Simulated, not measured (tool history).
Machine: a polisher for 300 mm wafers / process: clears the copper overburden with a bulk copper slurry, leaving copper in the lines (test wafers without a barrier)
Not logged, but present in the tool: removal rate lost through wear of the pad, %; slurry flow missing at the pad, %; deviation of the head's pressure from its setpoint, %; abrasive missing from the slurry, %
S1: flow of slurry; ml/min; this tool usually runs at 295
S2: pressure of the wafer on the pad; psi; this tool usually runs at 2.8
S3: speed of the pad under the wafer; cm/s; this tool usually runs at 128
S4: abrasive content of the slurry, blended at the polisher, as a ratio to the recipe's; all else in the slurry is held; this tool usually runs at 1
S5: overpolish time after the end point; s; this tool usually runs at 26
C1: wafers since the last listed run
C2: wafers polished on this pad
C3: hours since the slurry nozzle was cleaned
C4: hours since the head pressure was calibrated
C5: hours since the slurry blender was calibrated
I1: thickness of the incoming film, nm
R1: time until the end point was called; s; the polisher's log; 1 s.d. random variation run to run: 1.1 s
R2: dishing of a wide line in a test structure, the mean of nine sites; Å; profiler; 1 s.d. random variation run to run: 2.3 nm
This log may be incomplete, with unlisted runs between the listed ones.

{"run": 1, "hour": 0.0, "S1": 295, "S2": 2.8, "S3": 128, "S4": 1, "S5": 20, "C1": 0, "C2": 1608, "C3": 388.7, "C4": 35.1, "C5": 108.8, "I1": 876.8, "R1": 77, "R2": 1202}
{"hour": 58.2, "done": "worn pad replaced by a new one"}
{"run": 2, "hour": 97.7, "S1": 295, "S2": 2.8, "S3": 128, "S4": 1, "S5": 20, "C1": 578, "C2": 244, "C3": 486.4, "C4": 132.8, "C5": 206.5, "I1": 874, "R1": 71.5, "R2": 1258}
{"run": 3, "hour": 200.6, "S1": 295, "S2": 2.8, "S3": 128, "S4": 1, "S5": 26, "C1": 635, "C2": 879, "C3": 589.3, "C4": 235.7, "C5": 309.4, "I1": 886.9, "R1": 76.5, "R2": 1425}
{"hour": 275.5, "done": "slurry nozzle cleaned"}
{"run": 4, "hour": 284.4, "S1": 295, "S2": 2.8, "S3": 128, "S4": 1, "S5": 26, "C1": 511, "C2": 1391, "C3": 8.9, "C4": 319.5, "C5": 393.2, "I1": 873.9, "R1": 78.8, "R2": 1398}
{"hour": 293.8, "done": "slurry blender recalibrated"}
{"run": 5, "hour": 368.4, "S1": 295, "S2": 2.8, "S3": 128, "S4": 1, "S5": 26, "C1": 506, "C2": 1897, "C3": 92.9, "C4": 403.5, "C5": 74.6, "I1": 867.2, "R1": 79, "R2": 1393}
{"hour": 385.4, "done": "head pressure recalibrated"}
{"hour": 392.4, "done": "worn pad replaced by a new one"}
{"run": 6, "hour": 661.2, "S1": 295, "S2": 2.8, "S3": 128, "S4": 1, "S5": 26, "C1": 1771, "C2": 1660, "C3": 385.7, "C4": 275.8, "C5": 367.4, "I1": 881.3, "R1": 80.8, "R2": 1400}
{"hour": 698.5, "done": "slurry blender recalibrated"}
{"hour": 728.7, "done": "head pressure recalibrated"}
{"run": 7, "hour": 733.9, "S1": 295, "S2": 2.8, "S3": 128, "S4": 1, "S5": 26, "C1": 424, "C2": 2085, "C3": 458.4, "C4": 5.2, "C5": 35.4, "I1": 880.9, "R1": 80.2, "R2": 1415}
{"hour": 758.0, "done": "worn pad replaced by a new one"}
{"hour": 811.4, "done": "slurry nozzle cleaned"}
{"run": 8, "hour": 829.5, "S1": 295, "S2": 2.8, "S3": 128, "S4": 1, "S5": 26, "C1": 559, "C2": 435, "C3": 18.1, "C4": 100.8, "C5": 131, "I1": 861.6, "R1": 74, "R2": 1445}
{"run": 9, "hour": 892.9, "S1": 295, "S2": 2.8, "S3": 128, "S4": 1, "S5": 26, "C1": 391, "C2": 827, "C3": 81.5, "C4": 164.2, "C5": 194.4, "I1": 869.5, "R1": 75.3, "R2": 1420}
{"run": 10, "hour": 976.2, "S1": 295, "S2": 2.8, "S3": 128, "S4": 1, "S5": 26, "C1": 514, "C2": 1341, "C3": 164.8, "C4": 247.5, "C5": 277.7, "I1": 881.8, "R1": 79.8, "R2": 1400}
{"run": 11, "hour": 1049.7, "S1": 295, "S2": 2.8, "S3": 128, "S4": 1.15, "S5": 20, "C1": 454, "C2": 1795, "C3": 238.3, "C4": 321, "C5": 351.2, "I1": 892.6, "R1": 78.6, "R2": 1252}
{"hour": 1074.4, "done": "slurry blender recalibrated"}
{"hour": 1093.8, "done": "worn pad replaced by a new one"}
{"hour": 1122.2, "done": "head pressure recalibrated"}
{"run": 12, "hour": 1130.3, "S1": 295, "S2": 3.6, "S3": 110, "S4": 1.2, "S5": 26, "C1": 448, "C2": 213, "C3": 318.9, "C4": 8.1, "C5": 55.9, "I1": 880.9, "R1": 64.3, "R2": 1643}
{"run": 13, "hour": 1236.4, "S1": 325, "S2": 3.6, "S3": 144, "S4": 1, "S5": 34, "C1": 655, "C2": 868, "C3": 425, "C4": 114.2, "C5": 162, "I1": 880.5, "R1": 53.5, "R2": 1913}
{"run": 14, "hour": 1329.0, "S1": 295, "S2": 2.8, "S3": 128, "S4": 1, "S5": 26, "C1": 572, "C2": 1440, "C3": 517.6, "C4": 206.8, "C5": 254.6, "I1": 874, "R1": 76.7, "R2": 1405}
{"hour": 1432.7, "done": "worn pad replaced by a new one"}
{"run": 15, "hour": 1433.1, "S1": 245, "S2": 1.9, "S3": 100, "S4": 1, "S5": 38, "C1": 618, "C2": 2, "C3": 621.7, "C4": 310.9, "C5": 358.7, "I1": 888.2, "R1": 136.5, "R2": 1202}
{"hour": 1448.2, "done": "slurry nozzle cleaned"}
{"hour": 1476.4, "done": "head pressure recalibrated"}
{"hour": 1477.3, "done": "slurry blender recalibrated"}
{"run": 16, "hour": 1522.8, "S1": 295, "S2": 2.8, "S3": 128, "S4": 1, "S5": 26, "C1": 529, "C2": 532, "C3": 74.6, "C4": 46.4, "C5": 45.5, "I1": 871.1, "R1": 74.1, "R2": 1423}
{"run": 17, "hour": 1561.9, "S1": 335, "S2": 2.8, "S3": 128, "S4": 0.85, "S5": 26, "C1": 241, "C2": 773, "C3": 113.7, "C4": 85.5, "C5": 84.6, "I1": 894.8, "R1": 75.9, "R2": 1434}
{"run": 18, "hour": 1654.0, "S1": 295, "S2": 3.2, "S3": 128, "S4": 0.85, "S5": 26, "C1": 569, "C2": 1343, "C3": 205.8, "C4": 177.6, "C5": 176.7, "I1": 871.3, "R1": 71.1, "R2": 1544}
{"run": 19, "hour": 1708.1, "S1": 370, "S2": 2.8, "S3": 128, "S4": 1, "S5": 26, "C1": 334, "C2": 1677, "C3": 259.9, "C4": 231.7, "C5": 230.8, "I1": 875.6, "R1": 76, "R2": 1422}
{"run": 20, "hour": 1802.0, "S1": 205, "S2": 2.8, "S3": 152, "S4": 1, "S5": 17, "C1": 580, "C2": 2257, "C3": 353.8, "C4": 325.6, "C5": 324.7, "I1": 881.3, "R1": 70.4, "R2": 1183}
{"hour": 1845.9, "done": "slurry blender recalibrated"}
{"hour": 1853.0, "done": "head pressure recalibrated"}
{"hour": 1858.2, "done": "worn pad replaced by a new one"}
{"run": 21, "hour": 1870.0, "S1": 295, "S2": 2.8, "S3": 128, "S4": 1, "S5": 26, "C1": 370, "C2": 72, "C3": 421.8, "C4": 17, "C5": 24.1, "I1": 877.3, "R1": 73.7, "R2": 1447}

Predict each of these 5 candidate next runs independently; none follows another, all start after run 21:
{"run": "A", "hour": 1870.5, "S1": 295, "S2": 2.8, "S3": 128, "S4": 1, "S5": 26, "C1": 3, "C2": 75, "C3": 422.3, "C4": 17.5, "C5": 24.6, "I1": 894.4, "R1": "?", "R2": "?"}
{"run": "B", "hour": 1870.5, "S1": 295, "S2": 2.8, "S3": 128, "S4": 1, "S5": 38, "C1": 3, "C2": 75, "C3": 422.3, "C4": 17.5, "C5": 24.6, "I1": 894.4, "R1": "?", "R2": "?"}
{"run": "C", "hour": 1870.5, "S1": 230, "S2": 2, "S3": 92, "S4": 1, "S5": 34, "C1": 3, "C2": 75, "C3": 422.3, "C4": 17.5, "C5": 24.6, "I1": 894.4, "R1": "?", "R2": "?"}
{"run": "D", "hour": 1870.5, "S1": 370, "S2": 1.9, "S3": 164, "S4": 0.9, "S5": 26, "C1": 3, "C2": 75, "C3": 422.3, "C4": 17.5, "C5": 24.6, "I1": 894.4, "R1": "?", "R2": "?"}
{"run": "E", "hour": 1870.5, "S1": 355, "S2": 2.8, "S3": 144, "S4": 1, "S5": 26, "C1": 3, "C2": 75, "C3": 422.3, "C4": 17.5, "C5": 24.6, "I1": 894.4, "R1": "?", "R2": "?"}

run=A R1=72.4 R2=1474
run=B R1=72.4 R2=1705
run=C R1=141.1 R2=1120
run=D R1=82.5 R2=1267
run=E R1=63.7 R2=1558
What these runs would have given with no unlogged condition in the tool:
run=A R1=71.9 R2=1479
run=B R1=71.9 R2=1709
run=C R1=140.1 R2=1124
run=D R1=81.9 R2=1271
run=E R1=63.3 R2=1563
